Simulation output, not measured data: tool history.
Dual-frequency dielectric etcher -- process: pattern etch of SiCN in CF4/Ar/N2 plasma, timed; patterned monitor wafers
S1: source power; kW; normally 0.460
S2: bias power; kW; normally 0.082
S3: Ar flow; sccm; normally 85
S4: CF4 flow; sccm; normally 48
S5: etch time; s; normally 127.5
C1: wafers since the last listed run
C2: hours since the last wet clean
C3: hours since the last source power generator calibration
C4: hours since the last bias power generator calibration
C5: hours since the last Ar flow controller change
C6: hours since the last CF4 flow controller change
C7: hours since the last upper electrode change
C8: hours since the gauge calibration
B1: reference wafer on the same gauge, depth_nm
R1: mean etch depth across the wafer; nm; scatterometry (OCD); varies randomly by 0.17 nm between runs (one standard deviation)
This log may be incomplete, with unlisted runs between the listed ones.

{"run": 1, "hour": 0.0, "S1": 0.42, "S2": 0.096, "S3": 85, "S4": 48, "S5": 127.5, "C1": 0, "C2": 456.0, "C3": 3654.0, "C4": 2233.2, "C5": 4541.2, "C6": 3709.7, "C7": 2819.9, "C8": 4.8, "B1": 96.0, "R1": 103.1}
{"run": 2, "hour": 23.0, "S1": 0.42, "S2": 0.096, "S3": 85, "S4": 48, "S5": 127.5, "C1": 135, "C2": 479.0, "C3": 3677.0, "C4": 2256.2, "C5": 4564.2, "C6": 3732.7, "C7": 2842.9, "C8": 27.8, "B1": 96.0, "R1": 102.8}
{"run": 3, "hour": 40.0, "S1": 0.46, "S2": 0.082, "S3": 85, "S4": 48, "S5": 127.5, "C1": 100, "C2": 496.0, "C3": 3694.0, "C4": 2273.2, "C5": 4581.2, "C6": 3749.7, "C7": 2859.9, "C8": 44.8, "B1": 95.9, "R1": 103.0}
{"run": 4, "hour": 103.7, "S1": 0.46, "S2": 0.082, "S3": 85, "S4": 48, "S5": 127.5, "C1": 375, "C2": 559.7, "C3": 3757.7, "C4": 2336.9, "C5": 4644.9, "C6": 3813.4, "C7": 2923.6, "C8": 108.5, "B1": 96.0, "R1": 102.9}
{"hour": 124.7, "done": "source power generator calibrated"}
{"hour": 150.2, "done": "wet clean of the chamber"}
{"run": 5, "hour": 150.7, "S1": 0.52, "S2": 0.082, "S3": 85, "S4": 48, "S5": 127.5, "C1": 111, "C2": 0.5, "C3": 26.0, "C4": 2383.9, "C5": 4691.9, "C6": 3860.4, "C7": 2970.6, "C8": 155.5, "B1": 96.0, "R1": 127.6}
{"run": 6, "hour": 154.6, "S1": 0.52, "S2": 0.082, "S3": 85, "S4": 48, "S5": 127.5, "C1": 22, "C2": 4.4, "C3": 29.9, "C4": 2387.8, "C5": 4695.8, "C6": 3864.3, "C7": 2974.5, "C8": 159.4, "B1": 96.0, "R1": 127.5}
{"hour": 194.9, "done": "upper electrode replaced"}
{"run": 7, "hour": 256.1, "S1": 0.46, "S2": 0.082, "S3": 85, "S4": 48, "S5": 149.0, "C1": 456, "C2": 105.9, "C3": 131.4, "C4": 2489.3, "C5": 4797.3, "C6": 3965.8, "C7": 61.2, "C8": 260.9, "B1": 96.0, "R1": 130.5}
{"hour": 263.4, "done": "CF4 flow controller replaced"}
{"hour": 275.2, "done": "bias power generator calibrated"}
{"run": 8, "hour": 279.3, "S1": 0.46, "S2": 0.068, "S3": 85, "S4": 51, "S5": 127.5, "C1": 77, "C2": 129.1, "C3": 154.6, "C4": 4.1, "C5": 4820.5, "C6": 15.9, "C7": 84.4, "C8": 284.1, "B1": 96.0, "R1": 100.3}
{"hour": 294.9, "done": "Ar flow controller replaced"}
{"run": 9, "hour": 303.7, "S1": 0.38, "S2": 0.082, "S3": 94, "S4": 48, "S5": 127.5, "C1": 108, "C2": 153.5, "C3": 179.0, "C4": 28.5, "C5": 8.8, "C6": 40.3, "C7": 108.8, "C8": 308.5, "B1": 96.1, "R1": 89.6}
{"hour": 313.9, "done": "gauge calibrated"}
{"run": 10, "hour": 333.1, "S1": 0.46, "S2": 0.088, "S3": 85, "S4": 41, "S5": 127.5, "C1": 173, "C2": 182.9, "C3": 208.4, "C4": 57.9, "C5": 38.2, "C6": 69.7, "C7": 138.2, "C8": 19.2, "B1": 96.0, "R1": 114.6}
{"run": 11, "hour": 351.0, "S1": 0.46, "S2": 0.082, "S3": 85, "S4": 48, "S5": 127.5, "C1": 105, "C2": 200.8, "C3": 226.3, "C4": 75.8, "C5": 56.1, "C6": 87.6, "C7": 156.1, "C8": 37.1, "B1": 96.0, "R1": 111.5}

For run 12, what comes out?
{"run": 12, "hour": 368.0, "S1": 0.4, "S2": 0.063, "S3": 85, "S4": 48, "S5": 127.5, "C1": 100, "C2": 217.8, "C3": 243.3, "C4": 92.8, "C5": 73.1, "C6": 104.6, "C7": 173.1, "C8": 54.1, "B1": "?", "R1": "?"}

Logged for run 12: B1 96.0, R1 81.8 nm.
Without the tool's hidden state the same run would have given R1 82.7 nm.

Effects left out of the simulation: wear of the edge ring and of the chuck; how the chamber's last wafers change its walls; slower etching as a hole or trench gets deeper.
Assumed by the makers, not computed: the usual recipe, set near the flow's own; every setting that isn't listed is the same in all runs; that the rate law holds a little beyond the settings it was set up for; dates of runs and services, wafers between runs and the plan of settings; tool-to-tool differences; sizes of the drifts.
